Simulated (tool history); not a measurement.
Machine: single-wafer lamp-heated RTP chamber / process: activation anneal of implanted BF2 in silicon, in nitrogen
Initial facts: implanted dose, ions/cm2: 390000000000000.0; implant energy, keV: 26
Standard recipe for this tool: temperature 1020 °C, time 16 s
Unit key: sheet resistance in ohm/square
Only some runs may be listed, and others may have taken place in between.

run    hour  temperature  time  wafers since the last listed run  wafers since the last pyrometer calibration  wafers since the reflector plate was cleaned  hours since the gauge calibration  read-back reference wafer on the same gauge, sheet resistance  sheet resistance
  1     0.0         1020    16                                 0                                         2375                                          2604                              696.2                                                         244.60            297.86
  2    38.6         1020    16                               427                                         2802                                          3031                              734.8                                                         244.54            297.45
  3    70.6         1020    16                               353                                         3156                                          3385                              766.8                                                         244.65            297.42
       99.9  -- pyrometer window cleaned and pyrometer calibrated
  4   111.8         1020    16                               367                                          131                                          3752                              808.0                                                         244.81            297.94
  5   150.5         1020    16                               428                                          559                                          4180                              846.7                                                         245.00            297.43
  6   182.5         1020    16                               353                                          913                                          4534                              878.7                                                         245.28            298.05
  7   213.0         1020    16                               337                                         1251                                          4871                              909.2                                                         245.30            298.48
  8   262.6         1020    16                               548                                         1800                                          5420                              958.8                                                         245.49            297.54
  9   323.8         1020    16                               677                                         2477                                          6097                             1020.0                                                         245.88            299.81
 10   394.4         1014    16                               780                                         3258                                          6878                             1090.6                                                         246.05            300.30
      439.5  -- pyrometer window cleaned and pyrometer calibrated
 11   453.4         1014    16                               564                                          154                                          7442                             1149.6                                                         246.59            301.12
 12   511.5         1013    13                               642                                          796                                          8085                             1207.7                                                         246.82            301.78
 13   652.9         1013    13                              1564                                         2361                                          9649                             1349.1                                                         247.69            302.53
 14   685.5         1013    13                               360                                         2721                                         10010                             1381.7                                                         247.80            302.46
 15   750.5         1020    16                               719                                         3440                                         10729                             1446.7                                                         248.40            301.60
      753.4  -- gauge calibrated
      775.8  -- pyrometer window cleaned and pyrometer calibrated
 16   789.5         1020    16                               342                                          152                                         11072                               36.1                                                         242.86            297.22
 17   816.6         1020    16                               299                                          451                                         11372                               63.2                                                         242.85            295.66
 18   883.3         1029     7                               737                                         1189                                         12109                              129.9                                                         242.92            298.03
 19   908.7         1002     7                               280                                         1470                                         12390                              155.3                                                         243.08            301.79
      938.8  -- reflector plate cleaned
 20   961.4         1020    16                               494                                         1965                                           249                              208.0                                                         242.93            295.37
 21   990.3         1020    16                               319                                         2284                                           569                              236.9                                                         243.17            296.21
 22  1026.5         1044     8                               400                                         2685                                           969                              273.1                                                         243.04            295.88
 23  1051.0         1002     7                               271                                         2956                                          1240                              297.6                                                         243.04            300.32
     1061.4  -- pyrometer window cleaned and pyrometer calibrated
 24  1102.1         1020    16                               476                                          450                                          1717                              348.7                                                         243.19            294.71
 25  1160.3         1020    10                               643                                         1094                                          2361                              406.9                                                         243.26            298.41
 26  1188.7         1030    16                               314                                         1408                                          2675                              435.3                                                         243.34            294.77
 27  1232.4         1029    16                               483                                         1891                                          3159                              479.0                                                         243.49            296.72
 28  1282.4         1001     9                               553                                         2444                                          3712                              529.0                                                         243.52            300.03
 29  1341.5         1020    16                               653                                         3098                                          4366                              588.1                                                         243.77            297.35
 30  1372.7         1032     7                               345                                         3443                                          4711                              619.3                                                         243.97            298.19
     1381.1  -- pyrometer window cleaned and pyrometer calibrated
 31  1410.1         1033    16                               325                                          320                                          5036                              656.7                                                         244.01            295.27
 32  1472.2         1034    23                               686                                         1007                                          5723                              718.8                                                         244.07            294.04
 33  1533.7          997    10                               680                                         1687                                          6403                              780.3                                                         244.42            303.32
 34  1589.3         1002    19                               615                                         2302                                          7018                              835.9                                                         244.58            298.80
 35  1621.2          997    24                               352                                         2655                                          7371                              867.8                                                         244.64            298.45

Branching from run 35: 3 alternative next runs. What would each branch give?
  A  1621.6         1000    16                                 4                                         2659                                          7376                              868.2                                                              ?                 ?
  B  1621.6         1004     7                                 4                                         2659                                          7376                              868.2                                                              ?                 ?
  C  1621.6         1047    25                                 4                                         2659                                          7376                              868.2                                                              ?                 ?

run  read-back reference wafer on the same gauge, sheet resistance  sheet resistance
  A                                                         244.68            301.10
  B                                                         244.68            303.22
  C                                                         244.68            293.35
Without the tool's hidden state the same runs would have given:
run  sheet resistance
  A            299.01
  B            301.11
  C            291.30

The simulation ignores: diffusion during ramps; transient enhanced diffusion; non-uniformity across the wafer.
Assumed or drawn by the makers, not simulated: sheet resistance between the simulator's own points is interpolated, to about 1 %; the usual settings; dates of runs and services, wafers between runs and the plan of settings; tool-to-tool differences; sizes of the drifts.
